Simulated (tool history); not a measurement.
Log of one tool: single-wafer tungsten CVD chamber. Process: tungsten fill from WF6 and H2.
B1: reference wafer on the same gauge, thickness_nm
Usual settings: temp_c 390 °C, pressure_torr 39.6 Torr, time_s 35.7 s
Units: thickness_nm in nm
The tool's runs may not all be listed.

run 1 day=0 | temp_c=390 pressure_torr=36.9 time_s=35.7 | B1=97.266 | thickness_nm=90.36
run 2 day=0.842 | temp_c=390 pressure_torr=39.6 time_s=35.7 | B1=97.229 | thickness_nm=94.606
run 3 day=1.746 | temp_c=390 pressure_torr=39.6 time_s=35.7 | B1=97.172 | thickness_nm=93.914
run 4 day=2.946 | temp_c=390 pressure_torr=46.1 time_s=35.7 | B1=97.231 | thickness_nm=102.717
run 5 day=3.592 | temp_c=390 pressure_torr=46.1 time_s=35.7 | B1=97.193 | thickness_nm=102.481
run 6 day=4.275 | temp_c=390 pressure_torr=46.1 time_s=35.7 | B1=97.257 | thickness_nm=102.288
run 7 day=5.346 | temp_c=390 pressure_torr=35.4 time_s=35.7 | B1=97.307 | thickness_nm=87.259
run 8 day=6.504 | temp_c=390 pressure_torr=35.4 time_s=35.7 | B1=97.283 | thickness_nm=87.297
run 9 day=7.225 | temp_c=390 pressure_torr=39.6 time_s=35.7 | B1=97.25 | thickness_nm=93.819
-- day=8.104 thermocouple changed; heater temperature recalibrated
-- day=9.412 showerhead replaced, of another model than before
run 10 day=9.433 | temp_c=390 pressure_torr=43.5 time_s=35.7 | B1=97.305 | thickness_nm=105.842
-- day=9.562 gauge calibrated
run 11 day=10.146 | temp_c=376 pressure_torr=47.2 time_s=35.7 | B1=97.259 | thickness_nm=85.347
-- day=10.65 capacitance manometer re-zeroed and calibrated
run 12 day=11.567 | temp_c=390 pressure_torr=46.1 time_s=35.7 | B1=97.283 | thickness_nm=111.049
run 13 day=12.096 | temp_c=390 pressure_torr=39.6 time_s=35.7 | B1=97.27 | thickness_nm=97.217
run 14 day=13.221 | temp_c=390 pressure_torr=42.3 time_s=35.7 | B1=97.27 | thickness_nm=102.856
run 15 day=14.054 | temp_c=379 pressure_torr=47.8 time_s=30.5 | B1=97.362 | thickness_nm=77.8
run 16 day=14.738 | temp_c=401 pressure_torr=33.8 time_s=42.4 | B1=97.337 | thickness_nm=119.527
run 17 day=15.867 | temp_c=390 pressure_torr=42.8 time_s=35.7 | B1=97.282 | thickness_nm=104.237
run 18 day=18.833 | temp_c=397 pressure_torr=32.5 time_s=32.7 | B1=97.233 | thickness_nm=81.262
run 19 day=19.65 | temp_c=400 pressure_torr=39.6 time_s=33.9 | B1=97.369 | thickness_nm=110.725

5 ways to go on from here, each from the tool as it stands after run 19. What would each give?
run A day=19.667 | temp_c=390 pressure_torr=39.6 time_s=35.7 | B1=? | thickness_nm=?
run B day=19.667 | temp_c=383 pressure_torr=31.1 time_s=35.7 | B1=? | thickness_nm=?
run C day=19.667 | temp_c=378 pressure_torr=39.6 time_s=35.7 | B1=? | thickness_nm=?
run D day=19.667 | temp_c=405 pressure_torr=46.8 time_s=35.7 | B1=? | thickness_nm=?
run E day=19.667 | temp_c=381 pressure_torr=47 time_s=30.1 | B1=? | thickness_nm=?

run=A B1=97.388 thickness_nm=96.405
run=B B1=97.388 thickness_nm=63.296
run=C B1=97.388 thickness_nm=75.566
run=D B1=97.388 thickness_nm=147.868
run=E B1=97.388 thickness_nm=78.669
Without the tool's hidden state the same runs would have given:
run=A thickness_nm=97.649
run=B thickness_nm=64.13
run=C thickness_nm=76.591
run=D thickness_nm=149.583
run=E thickness_nm=79.712
